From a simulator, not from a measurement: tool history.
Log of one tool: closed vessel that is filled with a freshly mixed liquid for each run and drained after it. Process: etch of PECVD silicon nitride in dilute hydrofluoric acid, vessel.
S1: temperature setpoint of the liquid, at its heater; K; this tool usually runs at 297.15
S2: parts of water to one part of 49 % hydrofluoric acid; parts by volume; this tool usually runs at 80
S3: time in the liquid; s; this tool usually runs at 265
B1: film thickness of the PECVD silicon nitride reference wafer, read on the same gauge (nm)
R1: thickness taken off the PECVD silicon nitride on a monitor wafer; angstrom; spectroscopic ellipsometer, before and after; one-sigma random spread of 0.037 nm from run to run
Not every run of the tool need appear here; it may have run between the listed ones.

run,day,S1,S2,S3,B1,R1
1,0,297.15,80,265,80.01,70.4
2,0.546,297.15,80,265,80.02,70.4
3,1.529,297.15,80,265,79.98,70.9
4,2.888,297.15,80,165,79.99,44.8
5,3.438,297.15,80,165,80,44.3
6,4.788,297.15,80,165,80.02,44.5
7,5.308,297.15,80,265,79.99,71.6
8,6.696,297.15,80,265,79.99,71.4
9,7.279,297.15,80,265,79.99,71.6
10,8.496,297.15,80,265,80,71.2
11,9.942,300.15,95,205,80,57.1
# day 10.383: thermometer replaced
# day 10.458: hydrofluoric acid flow meter replaced
# day 10.496: gauge calibrated
12,10.517,297.15,80,265,80.01,75.5
13,11.162,297.15,55,265,80.01,109.7

For run 14, what comes out?
14,12.008,293.15,55,265,?,?

{"run 14": {"B1": 80, "R1": 83}}
Take away the tool's hidden state, keep the run-to-run variation as it was, and the same run would have given R1 72.3 angstrom.
